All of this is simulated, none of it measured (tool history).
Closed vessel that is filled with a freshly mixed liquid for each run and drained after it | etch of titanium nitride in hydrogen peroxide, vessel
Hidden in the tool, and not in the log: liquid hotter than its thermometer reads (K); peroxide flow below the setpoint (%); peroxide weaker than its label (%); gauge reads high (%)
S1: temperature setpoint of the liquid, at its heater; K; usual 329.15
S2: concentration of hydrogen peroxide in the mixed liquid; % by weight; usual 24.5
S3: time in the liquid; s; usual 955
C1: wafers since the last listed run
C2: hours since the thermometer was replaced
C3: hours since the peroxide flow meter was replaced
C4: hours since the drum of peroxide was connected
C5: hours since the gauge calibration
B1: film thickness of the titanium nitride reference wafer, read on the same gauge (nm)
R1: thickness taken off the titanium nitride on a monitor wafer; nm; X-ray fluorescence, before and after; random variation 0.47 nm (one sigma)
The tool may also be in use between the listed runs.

| run | hour | S1 | S2 | S3 | C1 | C2 | C3 | C4 | C5 | B1 | R1 |
|---|---|---|---|---|---|---|---|---|---|---|---|
| 1 | 0.0 | 329.15 | 24.5 | 955 | 0 | 854.5 | 704.6 | 754.1 | 144.8 | 110.00 | 68.92 |
| 2 | 13.3 | 329.15 | 24.5 | 955 | 721 | 867.8 | 717.9 | 767.4 | 158.1 | 110.00 | 69.39 |
| 3 | 27.9 | 335.65 | 24.5 | 955 | 792 | 882.4 | 732.5 | 782.0 | 172.7 | 110.00 | 108.24 |
| 4 | 44.3 | 335.65 | 24.5 | 955 | 890 | 898.8 | 748.9 | 798.4 | 189.1 | 109.98 | 108.23 |
| 5 | 56.0 | 322.65 | 24.5 | 955 | 634 | 910.5 | 760.6 | 810.1 | 200.8 | 110.01 | 43.96 |
| 6 | 69.8 | 329.15 | 24.5 | 955 | 748 | 924.3 | 774.4 | 823.9 | 214.6 | 109.99 | 69.88 |
|  | 83.9 | peroxide flow meter replaced |
| 7 | 86.9 | 329.15 | 24.5 | 955 | 873 | 941.4 | 3.0 | 841.0 | 231.7 | 110.01 | 70.28 |
|  | 94.2 | new drum of peroxide connected |
| 8 | 103.0 | 329.15 | 24.5 | 955 | 819 | 957.5 | 19.1 | 8.8 | 247.8 | 109.98 | 70.87 |
| 9 | 119.9 | 329.15 | 24.5 | 955 | 917 | 974.4 | 36.0 | 25.7 | 264.7 | 110.01 | 70.95 |
| 10 | 126.9 | 329.15 | 24.5 | 1295 | 379 | 981.4 | 43.0 | 32.7 | 271.7 | 110.00 | 96.48 |
| 11 | 137.3 | 329.15 | 24.5 | 1295 | 564 | 991.8 | 53.4 | 43.1 | 282.1 | 110.03 | 96.35 |
| 12 | 152.0 | 329.15 | 24.5 | 955 | 797 | 1006.5 | 68.1 | 57.8 | 296.8 | 110.00 | 69.69 |
|  | 157.6 | thermometer replaced |
| 13 | 168.2 | 319.65 | 24.5 | 955 | 824 | 10.6 | 84.3 | 74.0 | 313.0 | 109.99 | 29.83 |
| 14 | 181.5 | 322.15 | 22.0 | 600 | 721 | 23.9 | 97.6 | 87.3 | 326.3 | 109.98 | 22.22 |
| 15 | 194.2 | 329.15 | 24.5 | 955 | 689 | 36.6 | 110.3 | 100.0 | 339.0 | 110.00 | 59.25 |
| 16 | 204.0 | 322.65 | 29.0 | 1505 | 531 | 46.4 | 120.1 | 109.8 | 348.8 | 109.98 | 59.98 |
| 17 | 210.8 | 329.15 | 24.5 | 955 | 369 | 53.2 | 126.9 | 116.6 | 355.6 | 110.01 | 59.37 |
| 18 | 226.4 | 329.15 | 24.5 | 650 | 846 | 68.8 | 142.5 | 132.2 | 371.2 | 110.01 | 40.18 |
|  | 242.0 | gauge calibrated |
| 19 | 245.0 | 332.15 | 24.5 | 450 | 1009 | 87.4 | 161.1 | 150.8 | 3.0 | 110.01 | 35.10 |
| 20 | 252.1 | 326.15 | 20.5 | 425 | 385 | 94.5 | 168.2 | 157.9 | 10.1 | 109.98 | 20.66 |
| 21 | 261.4 | 320.15 | 18.5 | 1375 | 504 | 103.8 | 177.5 | 167.2 | 19.4 | 110.01 | 42.55 |
| 22 | 270.3 | 323.15 | 30.0 | 955 | 483 | 112.7 | 186.4 | 176.1 | 28.3 | 110.01 | 41.10 |
| 23 | 287.9 | 329.15 | 24.5 | 955 | 955 | 130.3 | 204.0 | 193.7 | 45.9 | 110.01 | 60.80 |
| 24 | 297.2 | 320.15 | 24.5 | 1515 | 504 | 139.6 | 213.3 | 203.0 | 55.2 | 110.01 | 50.27 |
| 25 | 309.6 | 329.15 | 24.5 | 955 | 672 | 152.0 | 225.7 | 215.4 | 67.6 | 110.00 | 60.81 |
| 26 | 321.7 | 336.65 | 28.0 | 955 | 656 | 164.1 | 237.8 | 227.5 | 79.7 | 110.02 | 104.32 |
| 27 | 333.2 | 325.65 | 30.0 | 660 | 624 | 175.6 | 249.3 | 239.0 | 91.2 | 109.99 | 33.98 |
| 28 | 348.1 | 329.15 | 24.5 | 955 | 808 | 190.5 | 264.2 | 253.9 | 106.1 | 110.01 | 61.29 |
| 29 | 364.1 | 326.65 | 30.0 | 1495 | 868 | 206.5 | 280.2 | 269.9 | 122.1 | 109.98 | 84.18 |

4 ways to go on from here, each from the tool as it stands after run 29. What would each give?
| A | 365.0 | 329.15 | 24.5 | 695 | 48 | 207.4 | 281.1 | 270.8 | 123.0 | ? | ? |
| B | 365.0 | 321.65 | 24.5 | 1125 | 48 | 207.4 | 281.1 | 270.8 | 123.0 | ? | ? |
| C | 365.0 | 324.65 | 20.0 | 445 | 48 | 207.4 | 281.1 | 270.8 | 123.0 | ? | ? |
| D | 365.0 | 320.15 | 30.0 | 955 | 48 | 207.4 | 281.1 | 270.8 | 123.0 | ? | ? |

| run | B1 | R1 |
|---|---|---|
| A | 109.98 | 45.23 |
| B | 109.98 | 43.01 |
| C | 109.98 | 20.21 |
| D | 109.98 | 34.22 |
Without the tool's hidden state the same runs would have given:
| run | R1 |
|---|---|
| A | 42.97 |
| B | 40.76 |
| C | 19.17 |
| D | 32.41 |

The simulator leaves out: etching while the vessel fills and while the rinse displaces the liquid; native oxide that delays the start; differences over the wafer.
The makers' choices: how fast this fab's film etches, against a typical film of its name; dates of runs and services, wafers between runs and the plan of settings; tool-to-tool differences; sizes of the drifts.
